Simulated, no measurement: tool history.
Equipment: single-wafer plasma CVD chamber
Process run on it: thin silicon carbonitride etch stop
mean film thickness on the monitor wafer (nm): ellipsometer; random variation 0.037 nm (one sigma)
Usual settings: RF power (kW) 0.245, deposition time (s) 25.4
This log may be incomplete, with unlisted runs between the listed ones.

run   hour  RF power (kW)  deposition time (s)  wafers since the last listed run  hours since the last thermocouple change  hours since the last RF generator calibration  hours since the showerhead was replaced  hours since the gauge calibration  read-back reference wafer on the same gauge, thickness_nm  mean film thickness on the monitor wafer (nm)
  1    0.0          0.245                 23.9                                 0                                    2686.2                                          671.1                                   5901.9                              185.1                                                     13.701                                         14.618
  2   21.9          0.245                 28.6                               566                                    2708.1                                          693.0                                   5923.8                              207.0                                                     13.701                                         17.488
  3   38.8          0.245                 28.6                               437                                    2725.0                                          709.9                                   5940.7                              223.9                                                     13.701                                         17.533
  4   67.6          0.245                 28.6                               744                                    2753.8                                          738.7                                   5969.5                              252.7                                                     13.704                                         17.451
  5  103.3          0.245                 26.7                               923                                    2789.5                                          774.4                                   6005.2                              288.4                                                     13.708                                         16.354
  6  133.0          0.245                 26.7                               768                                    2819.2                                          804.1                                   6034.9                              318.1                                                     13.697                                         16.240
     149.1  -- thermocouple changed; heater temperature recalibrated
     159.1  -- gauge calibrated
  7  160.9          0.245                 26.7                               514                                      11.8                                          832.0                                   6062.8                                1.8                                                     13.701                                         16.305
  8  179.2          0.245                 25.4                               473                                      30.1                                          850.3                                   6081.1                               20.1                                                     13.705                                         15.561
  9  215.0          0.245                 23.1                               925                                      65.9                                          886.1                                   6116.9                               55.9                                                     13.703                                         14.103
 10  242.6          0.290                 25.4                               713                                      93.5                                          913.7                                   6144.5                               83.5                                                     13.696                                         16.429
 11  256.7          0.275                 22.8                               364                                     107.6                                          927.8                                   6158.6                               97.6                                                     13.696                                         14.439
     270.3  -- showerhead replaced, of another model than before
 12  280.4          0.290                 23.8                               405                                     131.3                                          951.5                                     10.1                              121.3                                                     13.700                                         15.463
     307.2  -- RF generator calibrated
 13  307.7          0.220                 28.5                               499                                     158.6                                            0.5                                     37.4                              148.6                                                     13.696                                         17.012
 14  333.8          0.205                 22.3                               674                                     184.7                                           26.6                                     63.5                              174.7                                                     13.699                                         12.787
 15  368.5          0.245                 28.6                               897                                     219.4                                           61.3                                     98.2                              209.4                                                     13.700                                         17.914
 16  388.7          0.245                 23.4                               522                                     239.6                                           81.5                                    118.4                              229.6                                                     13.697                                         14.644
 17  421.0          0.210                 22.1                               835                                     271.9                                          113.8                                    150.7                              261.9                                                     13.695                                         12.777
 18  449.4          0.225                 24.1                               734                                     300.3                                          142.2                                    179.1                              290.3                                                     13.699                                         14.328

Run-by-run hidden state of the tool:
wafer temperature above the value expected at the setpoint (K): 0 in every run
gauge reads high (%): 0 in every run
H1: delivered RF power above the setpoint (%)
run       H1
  1    -8.21
  2    -8.29
  3    -8.35
  4    -8.44
  5    -8.54
  6    -8.62
  7    -8.69
  8    -8.73
  9    -8.81
 10    -8.86
 11    -8.89
 12    -8.93
 13  -0.0426
 14   -0.623
 15    -1.33
 16    -1.72
 17    -2.29
 18    -2.75
